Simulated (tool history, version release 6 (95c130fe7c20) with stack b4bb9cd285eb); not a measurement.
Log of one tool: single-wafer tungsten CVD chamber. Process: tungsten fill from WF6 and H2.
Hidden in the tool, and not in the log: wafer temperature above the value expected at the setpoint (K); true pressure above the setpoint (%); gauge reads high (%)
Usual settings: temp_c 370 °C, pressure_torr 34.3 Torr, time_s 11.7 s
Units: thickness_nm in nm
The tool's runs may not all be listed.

| run | hour | temp_c | pressure_torr | time_s | wafers since the last listed run | hours since the last thermocouple change | hours since the last manometer calibration | hours since the showerhead was replaced | hours since the gauge calibration | read-back reference wafer on the same gauge, thickness_nm | thickness_nm |
|---|---|---|---|---|---|---|---|---|---|---|---|
| 1 | 0 | 370 | 34.3 | 11.7 | 0 | 1176.2 | 1243.7 | 6754.8 | 929.2 | 22.471 | 20.309 |
|  | 26.5 | gauge calibrated |
| 2 | 35.2 | 370 | 34.3 | 11.7 | 1692 | 1211.4 | 1278.9 | 6790 | 8.7 | 22.515 | 20.076 |
| 3 | 89.1 | 381 | 40.2 | 11.7 | 2592 | 1265.3 | 1332.8 | 6843.9 | 62.6 | 22.466 | 26.636 |
| 4 | 139.8 | 381 | 40.2 | 11.7 | 2438 | 1316 | 1383.5 | 6894.6 | 113.3 | 22.484 | 26.428 |
| 5 | 189.9 | 359 | 34.3 | 10.7 | 2409 | 1366.1 | 1433.6 | 6944.7 | 163.4 | 22.513 | 14.722 |
| 6 | 226.8 | 359 | 34.3 | 10.7 | 1774 | 1403 | 1470.5 | 6981.6 | 200.3 | 22.491 | 14.873 |
| 7 | 259.5 | 370 | 34.3 | 11.7 | 1572 | 1435.7 | 1503.2 | 7014.3 | 233 | 22.542 | 20.064 |
| 8 | 310.2 | 370 | 34.3 | 12.8 | 2438 | 1486.4 | 1553.9 | 7065 | 283.7 | 22.485 | 21.928 |
| 9 | 340.6 | 370 | 34.3 | 11.7 | 1462 | 1516.8 | 1584.3 | 7095.4 | 314.1 | 22.551 | 20.174 |
| 10 | 480.9 | 370 | 34.3 | 11.7 | 6747 | 1657.1 | 1724.6 | 7235.7 | 454.4 | 22.523 | 19.995 |
| 11 | 519.5 | 370 | 34.3 | 11.7 | 1856 | 1695.7 | 1763.2 | 7274.3 | 493 | 22.536 | 20.138 |
| 12 | 556.5 | 370 | 34.3 | 11.7 | 1779 | 1732.7 | 1800.2 | 7311.3 | 530 | 22.461 | 19.89 |
| 13 | 618.5 | 366 | 34.3 | 11.7 | 2981 | 1794.7 | 1862.2 | 7373.3 | 592 | 22.5 | 18.454 |
| 14 | 667.6 | 370 | 34.3 | 11.7 | 2361 | 1843.8 | 1911.3 | 7422.4 | 641.1 | 22.515 | 19.853 |
|  | 678.9 | showerhead replaced |
| 15 | 701.5 | 370 | 34.3 | 11.7 | 1245 | 1877.7 | 1945.2 | 22.6 | 675 | 22.469 | 19.746 |
| 16 | 751.5 | 370 | 34.3 | 11.7 | 2404 | 1927.7 | 1995.2 | 72.6 | 725 | 22.496 | 19.537 |
| 17 | 781.6 | 370 | 28.8 | 9.7 | 1447 | 1957.8 | 2025.3 | 102.7 | 755.1 | 22.509 | 15.128 |
| 18 | 809.4 | 364 | 40.5 | 13.4 | 1337 | 1985.6 | 2053.1 | 130.5 | 782.9 | 22.548 | 21.736 |
|  | 865.1 | gauge calibrated |
| 19 | 879 | 357 | 28.5 | 12.5 | 3347 | 2055.2 | 2122.7 | 200.1 | 13.9 | 22.471 | 15.038 |
| 20 | 931.9 | 363 | 34.3 | 9.5 | 2544 | 2108.1 | 2175.6 | 253 | 66.8 | 22.49 | 14.095 |
| 21 | 1001.5 | 361 | 28.3 | 14 | 3347 | 2177.7 | 2245.2 | 322.6 | 136.4 | 22.457 | 18.078 |
| 22 | 1051.2 | 381 | 34.3 | 13 | 2390 | 2227.4 | 2294.9 | 372.3 | 186.1 | 22.533 | 26.592 |
| 23 | 1122.5 | 370 | 28.9 | 11.7 | 3429 | 2298.7 | 2366.2 | 443.6 | 257.4 | 22.44 | 18.193 |
| 24 | 1157.5 | 365 | 34.3 | 13.4 | 1683 | 2333.7 | 2401.2 | 478.6 | 292.4 | 22.563 | 20.363 |
|  | 1175.9 | capacitance manometer re-zeroed and calibrated |
| 25 | 1194.4 | 370 | 34.3 | 11.7 | 1389 | 2370.6 | 18.5 | 515.5 | 329.3 | 22.539 | 19.868 |
| 26 | 1263.9 | 370 | 41 | 11.7 | 3342 | 2440.1 | 88 | 585 | 398.8 | 22.516 | 21.737 |
| 27 | 1325.8 | 364 | 27.9 | 12.7 | 2977 | 2502 | 149.9 | 646.9 | 460.7 | 22.513 | 17.626 |
|  | 1334.8 | thermocouple changed; heater temperature recalibrated |
| 28 | 1394.9 | 370 | 34.3 | 11.7 | 2938 | 60.1 | 219 | 716 | 529.8 | 22.501 | 21.315 |
| 29 | 1431.4 | 383 | 34.3 | 11.7 | 1755 | 96.6 | 255.5 | 752.5 | 566.3 | 22.464 | 26.757 |
| 30 | 1501.3 | 359 | 34.3 | 10.7 | 3361 | 166.5 | 325.4 | 822.4 | 636.2 | 22.531 | 15.556 |
| 31 | 1678.7 | 370 | 34.3 | 11.7 | 8532 | 343.9 | 502.8 | 999.8 | 813.6 | 22.43 | 20.737 |
| 32 | 1703.2 | 379 | 39.1 | 9.4 | 1178 | 368.4 | 527.3 | 1024.3 | 838.1 | 22.447 | 20.775 |
| 33 | 1738.3 | 370 | 34.3 | 11.7 | 1688 | 403.5 | 562.4 | 1059.4 | 873.2 | 22.539 | 20.512 |

5 ways to go on from here, each from the tool as it stands after run 33. What would each give?
| A | 1738.7 | 370 | 30.9 | 11.7 | 19 | 403.9 | 562.8 | 1059.8 | 873.6 | ? | ? |
| B | 1738.7 | 370 | 40.5 | 12.5 | 19 | 403.9 | 562.8 | 1059.8 | 873.6 | ? | ? |
| C | 1738.7 | 375 | 34.3 | 11.7 | 19 | 403.9 | 562.8 | 1059.8 | 873.6 | ? | ? |
| D | 1738.7 | 383 | 29.5 | 14 | 19 | 403.9 | 562.8 | 1059.8 | 873.6 | ? | ? |
| E | 1738.7 | 365 | 40.4 | 11 | 19 | 403.9 | 562.8 | 1059.8 | 873.6 | ? | ? |

| run | read-back reference wafer on the same gauge, thickness_nm | thickness_nm |
|---|---|---|
| A | 22.517 | 19.74 |
| B | 22.517 | 23.827 |
| C | 22.517 | 22.693 |
| D | 22.517 | 29.346 |
| E | 22.517 | 19.042 |
Without the tool's hidden state the same runs would have given:
| run | thickness_nm |
|---|---|
| A | 20.322 |
| B | 24.525 |
| C | 23.351 |
| D | 30.181 |
| E | 19.606 |
